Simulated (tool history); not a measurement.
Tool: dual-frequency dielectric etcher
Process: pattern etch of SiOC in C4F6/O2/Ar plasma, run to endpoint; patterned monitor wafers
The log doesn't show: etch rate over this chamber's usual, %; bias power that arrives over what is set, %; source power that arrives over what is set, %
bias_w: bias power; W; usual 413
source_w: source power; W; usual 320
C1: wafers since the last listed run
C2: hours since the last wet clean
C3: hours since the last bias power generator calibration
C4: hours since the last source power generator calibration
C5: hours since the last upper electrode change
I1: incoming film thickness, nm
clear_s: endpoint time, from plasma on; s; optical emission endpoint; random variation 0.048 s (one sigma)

run 1 hour=0 | bias_w=451 source_w=320 | C1=0 C2=135.4 C3=4439.2 C4=1635.7 C5=4853.5 | I1=26.89 | clear_s=9.6
run 2 hour=14.5 | bias_w=468 source_w=320 | C1=255 C2=149.9 C3=4453.7 C4=1650.2 C5=4868 | I1=26.83 | clear_s=9.5
run 3 hour=30.7 | bias_w=468 source_w=320 | C1=285 C2=166.1 C3=4469.9 C4=1666.4 C5=4884.2 | I1=27.02 | clear_s=9.6
run 4 hour=68.3 | bias_w=413 source_w=320 | C1=661 C2=203.7 C3=4507.5 C4=1704 C5=4921.8 | I1=27.01 | clear_s=10
run 5 hour=75.2 | bias_w=413 source_w=320 | C1=121 C2=210.6 C3=4514.4 C4=1710.9 C5=4928.7 | I1=27.13 | clear_s=10
run 6 hour=87.1 | bias_w=413 source_w=320 | C1=209 C2=222.5 C3=4526.3 C4=1722.8 C5=4940.6 | I1=26.69 | clear_s=9.9
run 7 hour=140.4 | bias_w=413 source_w=320 | C1=937 C2=275.8 C3=4579.6 C4=1776.1 C5=4993.9 | I1=27.12 | clear_s=9.9
-- hour=164.9 upper electrode replaced
run 8 hour=165.4 | bias_w=413 source_w=320 | C1=17 C2=300.8 C3=4604.6 C4=1801.1 C5=0.5 | I1=26.95 | clear_s=9.9
run 9 hour=165.7 | bias_w=413 source_w=320 | C1=5 C2=301.1 C3=4604.9 C4=1801.4 C5=0.8 | I1=26.85 | clear_s=9.8
-- hour=172.3 source power generator calibrated
run 10 hour=174.9 | bias_w=413 source_w=320 | C1=91 C2=310.3 C3=4614.1 C4=2.6 C5=10 | I1=27.09 | clear_s=9.8
run 11 hour=184.7 | bias_w=413 source_w=320 | C1=172 C2=320.1 C3=4623.9 C4=12.4 C5=19.8 | I1=27.03 | clear_s=9.9
run 12 hour=195.3 | bias_w=413 source_w=320 | C1=186 C2=330.7 C3=4634.5 C4=23 C5=30.4 | I1=27.03 | clear_s=9.9
run 13 hour=203.9 | bias_w=345 source_w=380 | C1=151 C2=339.3 C3=4643.1 C4=31.6 C5=39 | I1=27.1 | clear_s=10
-- hour=237.1 wet clean of the chamber
run 14 hour=237.6 | bias_w=345 source_w=380 | C1=170 C2=0.5 C3=4676.8 C4=65.3 C5=72.7 | I1=26.6 | clear_s=10
run 15 hour=237.9 | bias_w=413 source_w=320 | C1=5 C2=0.8 C3=4677.1 C4=65.6 C5=73 | I1=26.96 | clear_s=10.2
-- hour=243 bias power generator calibrated
run 16 hour=251.8 | bias_w=413 source_w=320 | C1=174 C2=14.7 C3=8.8 C4=79.5 C5=86.9 | I1=26.76 | clear_s=10.1
run 17 hour=264.3 | bias_w=413 source_w=320 | C1=219 C2=27.2 C3=21.3 C4=92 C5=99.4 | I1=26.58 | clear_s=9.9
run 18 hour=277.7 | bias_w=460 source_w=360 | C1=235 C2=40.6 C3=34.7 C4=105.4 C5=112.8 | I1=26.99 | clear_s=9.4
run 19 hour=295.4 | bias_w=487 source_w=360 | C1=311 C2=58.3 C3=52.4 C4=123.1 C5=130.5 | I1=26.95 | clear_s=9.1
run 20 hour=306.4 | bias_w=360 source_w=270 | C1=193 C2=69.3 C3=63.4 C4=134.1 C5=141.5 | I1=26.94 | clear_s=11.2
run 21 hour=315.9 | bias_w=329 source_w=360 | C1=167 C2=78.8 C3=72.9 C4=143.6 C5=151 | I1=26.72 | clear_s=10.5
run 22 hour=326.5 | bias_w=504 source_w=320 | C1=186 C2=89.4 C3=83.5 C4=154.2 C5=161.6 | I1=26.76 | clear_s=9.2
run 23 hour=342.7 | bias_w=413 source_w=240 | C1=285 C2=105.6 C3=99.7 C4=170.4 C5=177.8 | I1=27.09 | clear_s=11
run 24 hour=348.8 | bias_w=373 source_w=270 | C1=107 C2=111.7 C3=105.8 C4=176.5 C5=183.9 | I1=27.24 | clear_s=11.2
run 25 hour=364.4 | bias_w=333 source_w=260 | C1=274 C2=127.3 C3=121.4 C4=192.1 C5=199.5 | I1=27.17 | clear_s=11.7
run 26 hour=372.7 | bias_w=413 source_w=320 | C1=146 C2=135.6 C3=129.7 C4=200.4 C5=207.8 | I1=26.9 | clear_s=10.1
run 27 hour=385.6 | bias_w=413 source_w=320 | C1=226 C2=148.5 C3=142.6 C4=213.3 C5=220.7 | I1=26.91 | clear_s=10
run 28 hour=400.7 | bias_w=413 source_w=320 | C1=265 C2=163.6 C3=157.7 C4=228.4 C5=235.8 | I1=26.8 | clear_s=10
run 29 hour=411.9 | bias_w=413 source_w=320 | C1=197 C2=174.8 C3=168.9 C4=239.6 C5=247 | I1=27.01 | clear_s=10.1
run 30 hour=427.1 | bias_w=514 source_w=290 | C1=267 C2=190 C3=184.1 C4=254.8 C5=262.2 | I1=26.8 | clear_s=9.4
run 31 hour=443 | bias_w=345 source_w=380 | C1=279 C2=205.9 C3=200 C4=270.7 C5=278.1 | I1=27.25 | clear_s=10.1
run 32 hour=460.9 | bias_w=504 source_w=320 | C1=314 C2=223.8 C3=217.9 C4=288.6 C5=296 | I1=26.82 | clear_s=9.2
run 33 hour=470.9 | bias_w=413 source_w=350 | C1=175 C2=233.8 C3=227.9 C4=298.6 C5=306 | I1=26.92 | clear_s=9.6
run 34 hour=477.4 | bias_w=515 source_w=360 | C1=114 C2=240.3 C3=234.4 C4=305.1 C5=312.5 | I1=26.8 | clear_s=8.8
run 35 hour=490.2 | bias_w=345 source_w=380 | C1=225 C2=253.1 C3=247.2 C4=317.9 C5=325.3 | I1=27.14 | clear_s=10
run 36 hour=529 | bias_w=413 source_w=320 | C1=682 C2=291.9 C3=286 C4=356.7 C5=364.1 | I1=26.7 | clear_s=9.7

Forecast each of these 4 alternatives for the next run:
run A hour=529.4 | bias_w=413 source_w=320 | C1=7 C2=292.3 C3=286.4 C4=357.1 C5=364.5 | I1=26.9 | clear_s=?
run B hour=529.4 | bias_w=488 source_w=320 | C1=7 C2=292.3 C3=286.4 C4=357.1 C5=364.5 | I1=26.9 | clear_s=?
run C hour=529.4 | bias_w=413 source_w=390 | C1=7 C2=292.3 C3=286.4 C4=357.1 C5=364.5 | I1=26.9 | clear_s=?
run D hour=529.4 | bias_w=513 source_w=300 | C1=7 C2=292.3 C3=286.4 C4=357.1 C5=364.5 | I1=26.9 | clear_s=?

run=A clear_s=9.8
run=B clear_s=9.2
run=C clear_s=9.1
run=D clear_s=9.2
Without the tool's hidden state the same runs would have given:
run=A clear_s=10.1
run=B clear_s=9.4
run=C clear_s=9.4
run=D clear_s=9.5
